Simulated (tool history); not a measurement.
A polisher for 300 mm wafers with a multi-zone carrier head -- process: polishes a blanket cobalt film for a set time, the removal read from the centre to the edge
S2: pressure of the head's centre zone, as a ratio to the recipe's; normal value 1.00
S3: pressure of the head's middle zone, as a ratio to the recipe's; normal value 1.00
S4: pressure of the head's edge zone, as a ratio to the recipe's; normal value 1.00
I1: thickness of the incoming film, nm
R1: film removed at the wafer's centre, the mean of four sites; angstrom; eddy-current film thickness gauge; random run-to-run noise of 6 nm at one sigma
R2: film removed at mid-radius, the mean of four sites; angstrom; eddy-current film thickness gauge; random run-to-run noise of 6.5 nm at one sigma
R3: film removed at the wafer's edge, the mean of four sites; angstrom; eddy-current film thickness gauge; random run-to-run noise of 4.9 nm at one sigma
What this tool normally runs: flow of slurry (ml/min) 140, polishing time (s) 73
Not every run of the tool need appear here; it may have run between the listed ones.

run 1 hour=0.0 | flow_of_slurry_(ml/min)=140 S2=1.00 S3=1.00 S4=1.00 polishing_time_(s)=73 | I1=1201.6 | R1=4022 R2=4689 R3=4519
run 2 hour=12.0 | flow_of_slurry_(ml/min)=140 S2=1.00 S3=1.00 S4=1.00 polishing_time_(s)=73 | I1=1223.7 | R1=3972 R2=4677 R3=4514
-- hour=20.3 worn pad replaced by a new one
run 3 hour=21.6 | flow_of_slurry_(ml/min)=140 S2=1.00 S3=1.00 S4=1.00 polishing_time_(s)=73 | I1=1228.0 | R1=4032 R2=4754 R3=4489
run 4 hour=34.4 | flow_of_slurry_(ml/min)=140 S2=1.00 S3=1.00 S4=1.00 polishing_time_(s)=73 | I1=1215.5 | R1=3966 R2=4744 R3=4561
run 5 hour=42.5 | flow_of_slurry_(ml/min)=140 S2=1.00 S3=1.00 S4=1.00 polishing_time_(s)=73 | I1=1213.4 | R1=3985 R2=4678 R3=4574
run 6 hour=59.3 | flow_of_slurry_(ml/min)=140 S2=1.00 S3=1.00 S4=1.00 polishing_time_(s)=73 | I1=1223.7 | R1=4004 R2=4611 R3=4648
-- hour=66.0 carrier head's membrane replaced by a new one
run 7 hour=66.5 | flow_of_slurry_(ml/min)=125 S2=1.00 S3=1.00 S4=1.00 polishing_time_(s)=73 | I1=1231.3 | R1=3919 R2=4696 R3=4534
-- hour=102.1 slurry nozzle cleaned
run 8 hour=118.3 | flow_of_slurry_(ml/min)=140 S2=1.00 S3=1.00 S4=1.00 polishing_time_(s)=73 | I1=1219.5 | R1=3952 R2=4733 R3=4643
run 9 hour=125.0 | flow_of_slurry_(ml/min)=140 S2=1.00 S3=1.00 S4=1.10 polishing_time_(s)=73 | I1=1205.2 | R1=3872 R2=4728 R3=4774
-- hour=135.5 worn pad replaced by a new one, of another model than before
run 10 hour=136.0 | flow_of_slurry_(ml/min)=140 S2=1.00 S3=1.00 S4=1.10 polishing_time_(s)=73 | I1=1221.3 | R1=4007 R2=4712 R3=4757
run 11 hour=145.1 | flow_of_slurry_(ml/min)=95 S2=1.12 S3=0.92 S4=1.00 polishing_time_(s)=73 | I1=1224.4 | R1=4216 R2=4287 R3=4441
-- hour=147.7 centre zone pressure recalibrated
run 12 hour=152.7 | flow_of_slurry_(ml/min)=155 S2=1.00 S3=1.09 S4=1.03 polishing_time_(s)=86 | I1=1217.4 | R1=5382 R2=5829 R3=5469
-- hour=158.6 edge zone pressure recalibrated
run 13 hour=167.9 | flow_of_slurry_(ml/min)=140 S2=1.00 S3=1.00 S4=1.00 polishing_time_(s)=73 | I1=1224.8 | R1=4407 R2=4802 R3=4483
run 14 hour=179.1 | flow_of_slurry_(ml/min)=140 S2=1.08 S3=1.00 S4=1.00 polishing_time_(s)=73 | I1=1213.7 | R1=4793 R2=4731 R3=4539
run 15 hour=192.3 | flow_of_slurry_(ml/min)=140 S2=1.00 S3=1.00 S4=1.00 polishing_time_(s)=73 | I1=1216.0 | R1=4324 R2=4653 R3=4650
run 16 hour=200.3 | flow_of_slurry_(ml/min)=155 S2=0.94 S3=1.00 S4=1.00 polishing_time_(s)=84 | I1=1217.3 | R1=4744 R2=5463 R3=5360
run 17 hour=207.3 | flow_of_slurry_(ml/min)=140 S2=1.07 S3=0.93 S4=0.89 polishing_time_(s)=63 | I1=1237.5 | R1=3920 R2=3872 R3=3708

Some steps in R1 between neighbouring runs. How much of each would the tool show without its hidden state too (settings, what came in, random variation), and how much is left for the hidden state, with any gauge scatter that isn't in both results?
Hidden state at play: removal rate lost through wear of the pad, %; slurry flow missing at the pad, %; deviation of the centre zone's pressure from its setpoint, %; deviation of the edge zone's pressure from its setpoint, %.
Run 11 -> 12: flow of slurry (ml/min) 95 -> 155, S2 1.12 -> 1.00, S3 0.92 -> 1.09, S4 1.00 -> 1.03, polishing time (s) 73 -> 86, centre zone pressure recalibrated. R1 +1166 angstrom: hidden state +569, all else +597.
